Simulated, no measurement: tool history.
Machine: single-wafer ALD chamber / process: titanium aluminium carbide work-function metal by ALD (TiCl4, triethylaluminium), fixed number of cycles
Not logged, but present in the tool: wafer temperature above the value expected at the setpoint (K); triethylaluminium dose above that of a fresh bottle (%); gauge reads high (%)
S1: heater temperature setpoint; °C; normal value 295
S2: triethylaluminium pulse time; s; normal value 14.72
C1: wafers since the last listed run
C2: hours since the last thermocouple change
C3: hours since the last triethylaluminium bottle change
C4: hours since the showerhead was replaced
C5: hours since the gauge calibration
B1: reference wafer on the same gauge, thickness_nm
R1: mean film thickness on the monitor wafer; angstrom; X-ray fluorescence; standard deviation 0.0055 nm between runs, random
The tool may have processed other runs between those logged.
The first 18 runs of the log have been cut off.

Run 19, hour 263.8: usual settings; C1 305; C2 45.8; C3 1070.3; C4 116.1; C5 106.8; B1 1.891. Result: R1 21.27 angstrom.
Run 20, hour 274.2: usual settings but S2 13.22 s; C1 95; C2 56.2; C3 1080.7; C4 126.5; C5 117.2; B1 1.891. Result: R1 20.94 angstrom.
At hour 308.6: triethylaluminium bottle replaced.
Run 21, hour 323.3: usual settings but S1 305 °C, S2 11.06 s; C1 375; C2 105.3; C3 14.7; C4 175.6; C5 166.3; B1 1.889. Result: R1 22.38 angstrom.
Run 22, hour 339.7: usual settings; C1 149; C2 121.7; C3 31.1; C4 192.0; C5 182.7; B1 1.890. Result: R1 21.88 angstrom.
Run 23, hour 352.0: usual settings but S2 17.25 s; C1 112; C2 134.0; C3 43.4; C4 204.3; C5 195.0; B1 1.890. Result: R1 21.96 angstrom.
Run 24, hour 363.7: usual settings but S1 287 °C, S2 20.30 s; C1 107; C2 145.7; C3 55.1; C4 216.0; C5 206.7; B1 1.891. Result: R1 21.27 angstrom.
Run 25, hour 373.6: usual settings; C1 90; C2 155.6; C3 65.0; C4 225.9; C5 216.6; B1 1.890. Result: R1 21.84 angstrom.
Run 26, hour 388.5: usual settings but S1 304 °C, S2 11.87 s; C1 136; C2 170.5; C3 79.9; C4 240.8; C5 231.5; B1 1.889. Result: R1 22.38 angstrom.
Run 27, hour 396.8: usual settings but S1 290 °C, S2 17.55 s; C1 75; C2 178.8; C3 88.2; C4 249.1; C5 239.8; B1 1.890. Result: R1 21.69 angstrom.
Run 28, hour 408.4: usual settings but S1 309 °C; C1 106; C2 190.4; C3 99.8; C4 260.7; C5 251.4; B1 1.890. Result: R1 23.11 angstrom.
Run 29, hour 419.4: usual settings but S1 283 °C, S2 19.64 s; C1 100; C2 201.4; C3 110.8; C4 271.7; C5 262.4; B1 1.889. Result: R1 21.03 angstrom.
Run 30, hour 428.8: usual settings but S1 301 °C; C1 85; C2 210.8; C3 120.2; C4 281.1; C5 271.8; B1 1.890. Result: R1 22.51 angstrom.
Run 31, hour 442.0: usual settings but S1 280 °C; C1 120; C2 224.0; C3 133.4; C4 294.3; C5 285.0; B1 1.890. Result: R1 20.68 angstrom.
At hour 442.9: gauge calibrated.
Run 32, hour 455.2: usual settings but S1 288 °C, S2 20.31 s; C1 120; C2 237.2; C3 146.6; C4 307.5; C5 12.3; B1 1.890. Result: R1 21.48 angstrom.
Run 33, hour 466.6: usual settings but S1 301 °C, S2 11.10 s; C1 104; C2 248.6; C3 158.0; C4 318.9; C5 23.7; B1 1.890. Result: R1 22.12 angstrom.

What if the next run were any one of these 4? Each begins from the tool's condition after run 33:
Run A, hour 467.0: usual settings; C1 3; C2 249.0; C3 158.4; C4 319.3; C5 24.1; B1 ?. Result: R1 ?.
Run B, hour 467.0: usual settings but S1 306 °C, S2 13.04 s; C1 3; C2 249.0; C3 158.4; C4 319.3; C5 24.1; B1 ?. Result: R1 ?.
Run C, hour 467.0: usual settings but S1 285 °C, S2 12.12 s; C1 3; C2 249.0; C3 158.4; C4 319.3; C5 24.1; B1 ?. Result: R1 ?.
Run D, hour 467.0: usual settings but S1 303 °C; C1 3; C2 249.0; C3 158.4; C4 319.3; C5 24.1; B1 ?. Result: R1 ?.

run     B1     R1
  A  1.890  21.89
  B  1.890  22.72
  C  1.890  20.84
  D  1.890  22.58
Had the tool no hidden state, the same runs would have come out as:
run     R1
  A  21.91
  B  22.74
  C  20.88
  D  22.59
